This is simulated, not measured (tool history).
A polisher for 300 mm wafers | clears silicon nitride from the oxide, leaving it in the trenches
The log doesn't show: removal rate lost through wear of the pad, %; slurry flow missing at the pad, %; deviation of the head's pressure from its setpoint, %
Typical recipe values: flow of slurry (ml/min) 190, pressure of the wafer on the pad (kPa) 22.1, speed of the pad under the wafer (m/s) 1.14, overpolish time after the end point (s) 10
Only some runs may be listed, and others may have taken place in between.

run	hour	flow of slurry (ml/min)	pressure of the wafer on the pad (kPa)	speed of the pad under the wafer (m/s)	overpolish time after the end point (s)	wafers since the last listed run	wafers polished on this pad	hours since the slurry nozzle was cleaned	hours since the head pressure was calibrated	incoming thickness of the incoming film, nm	time until the end point was called (s)
1	0.0	190	22.1	1.14	6	0	65	815.2	1203.7	89.2	73.0
2	12.2	210	22.1	1.14	10	101	166	827.4	1215.9	89.7	73.6
3	20.9	190	22.1	1.14	10	72	239	836.1	1224.6	90.3	75.2
4	38.3	190	22.1	1.14	10	144	384	853.5	1242.0	88.1	75.6
5	46.8	190	22.1	1.14	10	70	455	862.0	1250.5	89.8	78.8
6	56.1	190	22.1	1.14	10	77	532	871.3	1259.8	90.0	76.9
7	73.0	190	22.1	1.14	10	140	673	888.2	1276.7	90.6	79.9
8	86.2	190	22.1	1.14	10	109	783	901.4	1289.9	89.3	78.3
9	93.7	190	22.1	1.14	10	62	845	908.9	1297.4	89.6	80.1
# hour 96.5: slurry nozzle cleaned
10	104.9	145	22.1	1.14	10	84	930	8.4	1308.6	90.6	84.5
11	112.8	190	22.1	1.14	10	65	996	16.3	1316.5	88.8	78.6
12	120.1	190	22.1	1.14	8	60	1057	23.6	1323.8	88.9	77.6
13	135.1	190	22.1	0.80	10	124	1182	38.6	1338.8	89.1	93.8
14	142.0	190	22.1	1.14	15	57	1240	45.5	1345.7	89.6	78.1
# hour 154.2: head pressure recalibrated
15	155.0	190	20.0	0.96	5	91	1331	58.5	0.8	91.3	97.7
# hour 159.3: worn pad replaced by a new one
16	172.5	190	22.1	0.74	4	112	109	76.0	18.3	89.2	94.7
17	184.0	145	27.6	1.38	10	95	205	87.5	29.8	90.8	57.1
18	197.1	190	19.3	0.96	10	109	314	100.6	42.9	91.5	99.4
19	212.9	145	22.1	1.14	10	131	446	116.4	58.7	91.7	83.4
20	223.8	190	22.1	1.14	10	90	537	127.3	69.6	89.8	76.9

Consider 4 possible next runs. They are alternatives, not a sequence: every one starts from the tool as it was left by run 20. What does each give?
A	224.2	190	22.1	1.14	10	3	540	127.7	70.0	89.6	?
B	224.2	230	22.1	0.98	6	3	540	127.7	70.0	89.6	?
C	224.2	245	17.2	0.82	13	3	540	127.7	70.0	89.6	?
D	224.2	255	26.2	1.30	7	3	540	127.7	70.0	89.6	?

run	time until the end point was called (s)
A	77.1
B	82.2
C	115.3
D	57.5
With the hidden condition removed and each run's random variation left untouched, the same runs would have given:
run	time until the end point was called (s)
A	72.3
B	77.1
C	108.1
D	53.9
